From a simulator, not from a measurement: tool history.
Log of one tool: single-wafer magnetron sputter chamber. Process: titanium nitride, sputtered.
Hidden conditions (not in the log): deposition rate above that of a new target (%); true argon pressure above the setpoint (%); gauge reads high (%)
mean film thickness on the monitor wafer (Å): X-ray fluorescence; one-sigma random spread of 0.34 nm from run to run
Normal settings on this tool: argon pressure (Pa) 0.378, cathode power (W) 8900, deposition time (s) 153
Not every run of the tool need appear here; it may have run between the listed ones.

run,hour,argon pressure (Pa),cathode power (W),deposition time (s),wafers since the last listed run,wafers on the sputter target,hours since the last manometer calibration,hours since the magnet pack was replaced,hours since the gauge calibration,"read-back reference wafer on the same gauge, thickness_nm",mean film thickness on the monitor wafer (Å)
1,0.0,0.378,8900,153,0,2123,2301.5,5373.7,73.0,226.062,2219.76
2,9.5,0.378,8900,153,73,2197,2311.0,5383.2,82.5,226.016,2211.83
3,17.8,0.378,8900,153,63,2260,2319.3,5391.5,90.8,226.060,2217.64
4,24.1,0.378,8900,153,48,2309,2325.6,5397.8,97.1,225.854,2215.38
5,41.9,0.378,8900,153,136,2446,2343.4,5415.6,114.9,226.063,2211.39
6,55.5,0.378,8900,153,104,2551,2357.0,5429.2,128.5,225.960,2209.40
7,62.1,0.378,8900,153,50,2601,2363.6,5435.8,135.1,226.004,2205.27
# hour 80.0: magnet pack replaced
8,80.5,0.378,8900,153,80,2681,2382.0,0.5,153.5,226.177,2200.46
# hour 89.9: sputter target and shields replaced
9,90.4,0.378,8900,153,14,3,2391.9,10.4,163.4,226.145,2256.70
10,98.0,0.378,8900,153,58,62,2399.5,18.0,171.0,226.184,2254.51
11,107.3,0.378,8900,174,71,133,2408.8,27.3,180.3,225.917,2568.09
# hour 128.7: capacitance manometer re-zeroed and calibrated
12,129.2,0.421,9550,153,106,240,0.5,49.2,202.2,225.818,2398.05
13,132.7,0.440,8900,130,26,267,4.0,52.7,205.7,226.028,1891.30
14,145.4,0.317,8900,153,97,365,16.7,65.4,218.4,225.919,2278.55
15,157.6,0.378,8900,153,93,459,28.9,77.6,230.6,226.030,2250.29
# hour 161.9: gauge calibrated
16,165.6,0.378,8900,153,61,520,36.9,85.6,3.7,225.852,2246.95
17,179.2,0.378,9800,143,104,625,50.5,99.2,17.3,225.772,2315.91
18,188.5,0.378,8900,153,71,696,59.8,108.5,26.6,225.968,2251.10
19,196.6,0.452,10850,153,62,759,67.9,116.6,34.7,225.992,2704.13
20,204.5,0.378,8900,168,60,820,75.8,124.5,42.6,226.105,2468.87
21,211.1,0.234,8900,132,50,870,82.4,131.1,49.2,226.047,1993.76
22,220.3,0.378,8900,153,70,941,91.6,140.3,58.4,226.032,2245.42

Below are 5 alternative next runs, each starting from the tool's condition after run 22. Predict each:
A,220.7,0.378,8900,178,3,944,92.0,140.7,58.8,?,?
B,220.7,0.285,7450,132,3,944,92.0,140.7,58.8,?,?
C,220.7,0.491,8900,175,3,944,92.0,140.7,58.8,?,?
D,220.7,0.231,7050,166,3,944,92.0,140.7,58.8,?,?
E,220.7,0.284,8900,153,3,944,92.0,140.7,58.8,?,?

run,"read-back reference wafer on the same gauge, thickness_nm",mean film thickness on the monitor wafer (Å)
A,226.068,2616.56
B,226.068,1653.19
C,226.068,2518.21
D,226.068,1987.78
E,226.068,2289.59
Had the tool no hidden state, the same runs would have come out as:
run,mean film thickness on the monitor wafer (Å)
A,2628.52
B,1660.75
C,2529.73
D,1996.87
E,2300.06
